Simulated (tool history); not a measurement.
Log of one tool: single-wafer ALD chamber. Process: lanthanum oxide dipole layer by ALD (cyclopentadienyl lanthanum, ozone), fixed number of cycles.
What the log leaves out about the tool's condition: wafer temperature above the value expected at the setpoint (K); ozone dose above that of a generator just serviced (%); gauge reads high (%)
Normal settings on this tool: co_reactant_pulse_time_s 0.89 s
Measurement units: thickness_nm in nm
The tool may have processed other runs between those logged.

run	hour	co_reactant_pulse_time_s	wafers since the last listed run	hours since the last thermocouple change	hours since the last ozone generator service	hours since the showerhead was replaced	hours since the gauge calibration	read-back reference wafer on the same gauge, thickness_nm	thickness_nm
1	0	1.1	0	2104.7	660	2263.6	511.8	0.462	0.503
2	60.6	1.1	1130	2165.3	720.6	2324.2	572.4	0.462	0.503
3	104.5	1.1	818	2209.2	764.5	2368.1	616.3	0.463	0.501
4	138.2	0.89	628	2242.9	798.2	2401.8	650	0.462	0.474
5	182.3	0.89	822	2287	842.3	2445.9	694.1	0.462	0.475
6	231	0.89	908	2335.7	891	2494.6	742.8	0.463	0.47
7	280.7	0.89	926	2385.4	940.7	2544.3	792.5	0.462	0.471
8	338.5	0.89	1077	2443.2	998.5	2602.1	850.3	0.463	0.471
9	366.1	1	514	2470.8	1026.1	2629.7	877.9	0.461	0.485
10	405.7	1	738	2510.4	1065.7	2669.3	917.5	0.462	0.487
11	435.3	1	551	2540	1095.3	2698.9	947.1	0.463	0.486
12	469.3	0.64	634	2574	1129.3	2732.9	981.1	0.462	0.423
# hour 487: showerhead replaced
# hour 510.5: thermocouple changed; heater temperature recalibrated
13	524.7	0.98	734	14.2	1184.7	37.7	1036.5	0.462	0.483
14	558.5	0.74	630	48	1218.5	71.5	1070.3	0.463	0.439
15	615.8	1.15	1068	105.3	1275.8	128.8	1127.6	0.462	0.502
16	644.2	0.89	529	133.7	1304.2	157.2	1156	0.462	0.468
17	820.4	0.89	3285	309.9	1480.4	333.4	1332.2	0.463	0.462
18	852.1	1.17	591	341.6	1512.1	365.1	1363.9	0.462	0.505
# hour 885.9: gauge calibrated
# hour 908: ozone generator serviced
19	914.4	1.2	1012	403.9	6.4	427.4	28.5	0.461	0.518
20	963.7	0.74	919	453.2	55.7	476.7	77.8	0.463	0.449
21	1028.9	1.01	1215	518.4	120.9	541.9	143	0.461	0.491
22	1094.3	1.13	1219	583.8	186.3	607.3	208.4	0.462	0.509
23	1122.8	0.89	531	612.3	214.8	635.8	236.9	0.462	0.475
24	1170.4	0.89	887	659.9	262.4	683.4	284.5	0.461	0.475
25	1225.9	1.04	1034	715.4	317.9	738.9	340	0.462	0.494
26	1418.6	0.77	3593	908.1	510.6	931.6	532.7	0.462	0.451
27	1454.4	1.21	667	943.9	546.4	967.4	568.5	0.462	0.511

Alternative continuations, all from the tool just after run 27; predict every row:
A	1454.8	1.23	7	944.3	546.8	967.8	568.9	?	?
B	1454.8	1.02	7	944.3	546.8	967.8	568.9	?	?
C	1454.8	1.16	7	944.3	546.8	967.8	568.9	?	?

run	read-back reference wafer on the same gauge, thickness_nm	thickness_nm
A	0.463	0.513
B	0.463	0.49
C	0.463	0.506
Without the tool's hidden state the same runs would have given:
run	thickness_nm
A	0.521
B	0.499
C	0.515
